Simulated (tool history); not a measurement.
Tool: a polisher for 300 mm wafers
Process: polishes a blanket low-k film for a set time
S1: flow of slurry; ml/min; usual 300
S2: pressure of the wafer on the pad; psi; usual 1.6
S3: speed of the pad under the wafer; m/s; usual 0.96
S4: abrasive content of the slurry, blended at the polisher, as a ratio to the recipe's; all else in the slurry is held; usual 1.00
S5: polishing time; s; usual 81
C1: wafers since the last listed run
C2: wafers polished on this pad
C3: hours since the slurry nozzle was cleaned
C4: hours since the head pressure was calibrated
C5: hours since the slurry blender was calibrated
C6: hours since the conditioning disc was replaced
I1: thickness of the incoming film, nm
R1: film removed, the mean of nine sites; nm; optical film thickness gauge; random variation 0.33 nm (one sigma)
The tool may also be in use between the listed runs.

run,day,S1,S2,S3,S4,S5,C1,C2,C3,C4,C5,C6,I1,R1
1,0.000,300,1.6,0.96,1.00,81,0,849,103.8,321.7,35.0,28.1,787.9,24.2
2,0.717,300,1.6,0.96,1.00,81,172,1021,121.0,338.9,52.2,45.3,797.9,24.6
# day 1.196: worn pad replaced by a new one
3,1.425,300,1.6,0.96,1.00,81,130,54,138.0,355.9,69.2,62.3,801.6,24.0
4,1.725,300,1.3,0.84,1.00,81,72,127,145.2,363.1,76.4,69.5,808.8,18.2
5,2.325,300,1.6,0.96,1.00,75,144,271,159.6,377.5,90.8,83.9,784.6,22.0
6,2.992,300,1.6,0.96,1.00,75,160,432,175.6,393.5,106.8,99.9,801.2,22.5
7,3.562,330,1.6,0.96,0.90,81,137,569,189.3,407.2,120.5,113.6,782.8,22.8
8,4.308,300,1.6,0.96,1.00,81,179,748,207.2,425.1,138.4,131.5,805.0,24.4
9,4.850,300,1.6,0.96,1.00,81,130,879,220.2,438.1,151.4,144.5,804.8,24.4
# day 5.271: worn pad replaced by a new one
10,5.292,300,1.6,0.96,1.00,81,66,4,230.8,448.7,162.0,155.1,802.1,24.0
11,5.762,300,1.6,0.96,1.00,73,113,117,242.1,460.0,173.3,166.4,804.3,21.2
12,6.212,300,1.6,0.96,1.00,73,108,226,252.9,470.8,184.1,177.2,804.8,21.5
13,6.892,300,1.6,0.96,1.00,73,163,389,269.2,487.1,200.4,193.5,802.3,21.5
# day 7.188: head pressure recalibrated
14,7.479,240,1.2,0.96,1.00,60,121,510,283.3,7.0,214.5,207.6,801.1,12.8
15,7.862,375,1.4,1.28,0.70,81,92,603,292.5,16.2,223.7,216.8,804.4,21.8
16,8.221,300,1.6,0.86,1.15,81,86,689,301.1,24.8,232.3,225.4,797.0,23.3
17,8.725,210,1.6,0.96,1.00,81,121,810,313.2,36.9,244.4,237.5,801.7,21.9
18,9.167,300,1.6,0.96,1.00,81,106,917,323.8,47.5,255.0,248.1,797.3,23.2
19,9.712,300,1.6,0.96,1.00,109,131,1048,336.9,60.6,268.1,261.2,803.7,30.7
# day 10.083: worn pad replaced by a new one
# day 10.217: slurry nozzle cleaned
20,10.238,355,2.1,0.96,1.00,81,76,26,0.5,73.2,280.7,273.8,791.4,29.6
# day 10.358: conditioning disc replaced and pad reconditioned
# day 10.750: slurry blender recalibrated
21,10.771,300,1.6,0.96,1.00,81,88,115,13.3,86.0,0.5,9.9,785.8,24.9
22,11.196,300,1.6,0.96,1.00,81,102,217,23.5,96.2,10.7,20.1,785.9,24.9
23,11.896,230,1.2,0.96,1.25,81,168,385,40.3,113.0,27.5,36.9,796.0,19.5
24,12.400,300,1.6,0.68,1.00,81,121,507,52.4,125.1,39.6,49.0,798.4,18.4
25,12.833,300,1.6,0.96,1.00,59,104,611,62.8,135.5,50.0,59.4,792.8,17.4
26,13.154,300,1.6,0.96,1.00,81,77,688,70.5,143.2,57.7,67.1,799.8,24.7
27,13.875,300,2.0,0.96,1.00,81,173,862,87.8,160.5,75.0,84.4,796.0,30.8

The tool's hidden state at each run:
removal rate lost through wear of the pad, %: 0 in every run
slurry flow missing at the pad, %: 0 in every run
deviation of the head's pressure from its setpoint, %: 0 in every run
time polished since the conditioner stopped cutting, s: 0 in every run
H1: abrasive missing from the slurry, %
run,H1
1,0.672
2,1.01
3,1.47
4,1.7
5,2.24
6,2.94
7,3.63
8,4.67
9,5.51
10,6.24
11,7.09
12,7.95
13,9.34
14,10.6
15,11.5
16,12.4
17,13.7
18,14.9
19,16.4
20,17.9
21,1.57
22,1.6
23,1.74
24,1.92
25,2.13
26,2.31
27,2.82

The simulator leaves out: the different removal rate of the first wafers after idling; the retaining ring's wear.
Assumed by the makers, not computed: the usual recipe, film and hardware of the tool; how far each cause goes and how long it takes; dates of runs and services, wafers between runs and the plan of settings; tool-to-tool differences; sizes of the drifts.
